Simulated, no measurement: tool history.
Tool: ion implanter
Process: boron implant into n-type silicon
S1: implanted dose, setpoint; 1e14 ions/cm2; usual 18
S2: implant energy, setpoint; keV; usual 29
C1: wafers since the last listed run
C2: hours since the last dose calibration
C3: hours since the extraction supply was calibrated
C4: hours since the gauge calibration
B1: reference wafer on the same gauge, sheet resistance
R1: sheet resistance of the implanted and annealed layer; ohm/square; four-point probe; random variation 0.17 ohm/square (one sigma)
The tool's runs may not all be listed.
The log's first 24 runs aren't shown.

run,day,S1,S2,C1,C2,C3,C4,B1,R1
25,13.383,13.18,32.5,194,88,8,277.1,84.49,97.19
26,13.967,22.36,29,363,102,22,291.1,84.51,68.32
# day 14.788: gauge calibrated
# day 15.017: Faraday cup replaced and dose calibrated, repeated, since the last time left the tool worse
27,15.038,18,37,459,0.5,47.7,6,84.55,79.02
28,15.304,18,29,166,6.9,54.1,12.4,84.49,81.43
29,16.017,18,29,443,24,71.2,29.5,84.53,81.52
30,16.35,18,35,207,32,79.2,37.5,84.45,79.74
31,16.604,22.53,29,158,38.1,85.3,43.6,84.53,70.77
32,17.221,21.3,20.5,384,52.9,100.1,58.4,84.57,79.85
33,17.75,21.19,34.5,329,65.6,112.8,71.1,84.45,71.31
34,18.392,20.56,20,399,81,128.2,86.5,84.47,81.43
35,18.65,20.19,39,160,87.2,134.4,92.7,84.5,72.03
36,19.062,18,29,256,97.1,144.3,102.6,84.5,81.72
37,19.375,21.83,34,194,104.6,151.8,110.1,84.47,69.8
38,20.062,15.99,24.5,428,121.1,168.3,126.6,84.48,90.46

3 ways to go on from here, each from the tool as it stands after run 38. What would each give?
A,20.079,18,36,10,121.5,168.7,127,?,?
B,20.079,18,26,10,121.5,168.7,127,?,?
C,20.079,22.71,29,10,121.5,168.7,127,?,?

run,B1,R1
A,84.47,79.4
B,84.47,83
C,84.47,70.35
Without the tool's hidden state the same runs would have given:
run,R1
A,79.52
B,83.1
C,70.43
